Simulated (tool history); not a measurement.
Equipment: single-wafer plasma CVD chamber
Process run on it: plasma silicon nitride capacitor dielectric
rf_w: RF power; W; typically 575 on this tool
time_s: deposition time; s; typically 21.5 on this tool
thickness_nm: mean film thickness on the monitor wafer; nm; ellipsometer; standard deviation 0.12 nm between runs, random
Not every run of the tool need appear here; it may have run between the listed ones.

run,hour,rf_w,time_s,wafers since the last listed run,hours since the last RF generator calibration,hours since the showerhead was replaced,hours since the gauge calibration,"read-back reference wafer on the same gauge, thickness_nm",thickness_nm
1,0,525,24.6,0,1515.1,3963.5,365.1,31.203,36.725
2,34.6,525,24.6,820,1549.7,3998.1,399.7,31.222,36.686
3,81.4,525,24.6,1109,1596.5,4044.9,446.5,31.202,36.784
4,128.2,575,24.5,1109,1643.3,4091.7,493.3,31.179,37.485
5,185.8,575,24.5,1365,1700.9,4149.3,550.9,31.213,37.566
6,379.2,575,24.5,4584,1894.3,4342.7,744.3,31.205,37.668
7,438.3,575,21.5,1400,1953.4,4401.8,803.4,31.199,32.824
8,491,575,21.5,1249,2006.1,4454.5,856.1,31.199,33.099
9,554.7,550,21.5,1510,2069.8,4518.2,919.8,31.203,32.576
10,617.2,575,21.5,1481,2132.3,4580.7,982.3,31.178,32.972
11,653,575,21.5,848,2168.1,4616.5,1018.1,31.182,32.931
# hour 702.2: gauge calibrated
12,718.5,575,21.5,1552,2233.6,4682,16.3,31.218,33.088
13,776.3,575,21.5,1370,2291.4,4739.8,74.1,31.198,33.003
14,802.5,575,21.5,621,2317.6,4766,100.3,31.198,32.889
15,850.3,575,21.5,1133,2365.4,4813.8,148.1,31.21,33.008
16,909.6,575,21.5,1405,2424.7,4873.1,207.4,31.175,32.991
17,957.7,575,21.5,1140,2472.8,4921.2,255.5,31.229,32.891
18,1016,465,18.8,1381,2531.1,4979.5,313.8,31.203,26.986
# hour 1054: RF generator calibrated
19,1084.2,640,19,1427,30.2,5047.7,382,31.183,30.884
20,1146,625,24.3,1464,92,5109.5,443.8,31.205,38.901
# hour 1200.4: showerhead replaced
21,1276.2,575,21.5,2896,222.2,75.8,574,31.212,33.518
22,1316,675,19.9,943,262,115.6,613.8,31.216,32.775
23,1374.1,510,19.3,1377,320.1,173.7,671.9,31.22,28.99
24,1405.7,540,22.7,749,351.7,205.3,703.5,31.208,34.541
25,1512.8,575,24.7,2538,458.8,312.4,810.6,31.187,38.363
26,1563.4,575,21.5,1199,509.4,363,861.2,31.226,33.447
27,1613.4,575,21.5,1185,559.4,413,911.2,31.2,33.418
28,1667.2,670,21.5,1275,613.2,466.8,965,31.194,34.722
29,1737.8,575,21.5,1673,683.8,537.4,1035.6,31.185,33.239
30,1791.2,475,18.9,1265,737.2,590.8,1089,31.205,27.524
# hour 1818.4: gauge calibrated
31,1849.4,575,21.5,1379,795.4,649,31,31.211,33.352
32,1892.6,575,21.5,1024,838.6,692.2,74.2,31.211,32.998
33,1944.1,575,21.5,1220,890.1,743.7,125.7,31.231,33.188
34,1968.4,465,21.5,576,914.4,768,150,31.224,31.193

Subtracting, for every run, the result it would have given without the tool's unlogged condition from the measured result gives the following. The same run-to-run variation enters both numbers; the gauge's scatter may not:
Unlogged tool condition in this case: delivered RF power above the setpoint (%); gauge reads high (%).
run,thickness_nm
1,-0.901
2,-0.907
3,-0.918
4,-0.944
5,-0.955
6,-0.985
7,-0.865
8,-0.877
9,-0.87
10,-0.885
11,-0.887
12,-0.896
13,-0.898
14,-0.897
15,-0.903
16,-0.906
17,-0.906
18,-0.745
19,-0.095
20,-0.195
21,-0.292
22,-0.318
23,-0.323
24,-0.409
25,-0.541
26,-0.504
27,-0.534
28,-0.587
29,-0.599
30,-0.518
31,-0.654
32,-0.665
33,-0.689
34,-0.657
